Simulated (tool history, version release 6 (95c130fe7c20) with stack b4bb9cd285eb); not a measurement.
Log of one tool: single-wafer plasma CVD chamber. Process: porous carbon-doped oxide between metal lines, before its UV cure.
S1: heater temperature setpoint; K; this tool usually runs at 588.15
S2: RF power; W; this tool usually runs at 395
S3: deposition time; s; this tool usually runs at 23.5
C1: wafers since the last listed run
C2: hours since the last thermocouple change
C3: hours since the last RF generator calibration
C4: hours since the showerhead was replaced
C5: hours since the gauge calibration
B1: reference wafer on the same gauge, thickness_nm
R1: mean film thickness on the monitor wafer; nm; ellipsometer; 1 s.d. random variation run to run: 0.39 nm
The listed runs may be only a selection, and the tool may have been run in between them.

run    hour      S1   S2    S3    C1      C2      C3      C4      C5       B1       R1
  1     0.0  588.15  395  23.5     0   949.5  1329.8  3748.3   489.5  104.014  109.306
  2    55.4  588.15  395  23.5  1556  1004.9  1385.2  3803.7   544.9  103.939  108.955
  3   150.1  588.15  395  23.5  2660  1099.6  1479.9  3898.4   639.6  103.973  108.880
  4   196.0  588.15  395  23.5  1289  1145.5  1525.8  3944.3   685.5  104.004  108.587
  5   230.2  588.15  395  23.5   960  1179.7  1560.0  3978.5   719.7  104.134  108.921
  6   274.2  588.15  395  23.5  1235  1223.7  1604.0  4022.5   763.7  104.007  108.837
  7   305.2  588.15  395  26.7   870  1254.7  1635.0  4053.5   794.7  104.154  122.547
  8   355.6  583.15  395  23.5  1415  1305.1  1685.4  4103.9   845.1  103.844  110.962
  9   387.2  588.15  435  22.5   887  1336.7  1717.0  4135.5   876.7  104.045  111.974
 10   453.8  588.15  435  22.5  1870  1403.3  1783.6  4202.1   943.3  103.987  111.814
 11   505.2  588.15  435  22.5  1443  1454.7  1835.0  4253.5   994.7  103.943  111.728
 12   607.5  588.15  395  23.5  2873  1557.0  1937.3  4355.8  1097.0  103.941  108.438
 13   637.8  588.15  395  22.3   851  1587.3  1967.6  4386.1  1127.3  103.865  102.447
      703.9  -- thermocouple changed; heater temperature recalibrated
 14   704.4  588.15  395  23.5  1646     0.5  2034.2  4452.7  1193.9  103.872  111.746
 15   764.3  588.15  395  23.5  1682    60.4  2094.1  4512.6  1253.8  103.954  111.297
      790.9  -- RF generator calibrated
 16   809.9  588.15  395  23.5  1056   106.0    19.0  4558.2  1299.4  104.021  110.461
 17   880.6  588.15  395  23.5  1985   176.7    89.7  4628.9  1370.1  104.042  110.954
 18   910.1  588.15  395  23.5   828   206.2   119.2  4658.4  1399.6  103.951  110.673
 19   934.6  588.15  395  25.9   688   230.7   143.7  4682.9  1424.1  103.965  120.895
 20   999.1  573.15  430  25.8  1811   295.2   208.2  4747.4  1488.6  104.017  137.949
 21  1063.3  588.15  395  22.0  1803   359.4   272.4  4811.6  1552.8  104.076  103.332
     1092.6  -- showerhead replaced, of another model than before
     1173.8  -- gauge calibrated
 22  1194.6  600.15  325  27.5  3463   490.7   403.7   102.0    20.8  104.004  111.553
 23  1254.1  577.15  395  27.5  1671   550.2   463.2   161.5    80.3  104.080  135.030
 24  1291.8  602.15  475  20.3  1058   587.9   500.9   199.2   118.0  104.083   98.126
 25  1355.9  598.15  395  23.5  1800   652.0   565.0   263.3   182.1  104.018  105.750
 26  1392.0  598.15  330  25.7  1014   688.1   601.1   299.4   218.2  104.021  105.727
 27  1450.7  599.15  395  23.5  1648   746.8   659.8   358.1   276.9  104.085  104.070
 28  1604.4  588.15  395  19.2  4317   900.5   813.5   511.8   430.6  103.930   89.660
 29  1672.2  596.15  395  26.2  1904   968.3   881.3   579.6   498.4  103.890  117.337
 30  1704.5  580.15  340  21.3   907  1000.6   913.6   611.9   530.7  103.999   96.193
 31  1761.7  588.15  395  23.5  1606  1057.8   970.8   669.1   587.9  103.892  108.970

Some steps in R1, run to run, broken into two amounts with sign: the step expected even without the hidden condition (settings, incoming material, random variation), and the rest, left for the hidden condition together with whatever gauge scatter is not in both the measured and the hidden-condition-free result:
What the log doesn't record here: wafer temperature above the value expected at the setpoint (K); delivered RF power above the setpoint (%); gauge reads high (%).
Run 13 -> 14: S3 22.3 -> 23.5, thermocouple changed; heater temperature recalibrated. R1 +9.299 nm: hidden state +3.038, all else +6.261.
Run 20 -> 21: S1 573.15 -> 588.15, S2 430 -> 395, S3 25.8 -> 22.0. R1 -34.617 nm: hidden state +0.095, all else -34.712.
Run 22 -> 23: S1 600.15 -> 577.15, S2 325 -> 395. R1 +23.477 nm: hidden state -0.489, all else +23.966.
Run 23 -> 24: S1 577.15 -> 602.15, S2 395 -> 475, S3 27.5 -> 20.3. R1 -36.904 nm: hidden state +0.434, all else -37.338.
Run 28 -> 29: S1 588.15 -> 596.15, S3 19.2 -> 26.2. R1 +27.677 nm: hidden state -0.503, all else +28.180.

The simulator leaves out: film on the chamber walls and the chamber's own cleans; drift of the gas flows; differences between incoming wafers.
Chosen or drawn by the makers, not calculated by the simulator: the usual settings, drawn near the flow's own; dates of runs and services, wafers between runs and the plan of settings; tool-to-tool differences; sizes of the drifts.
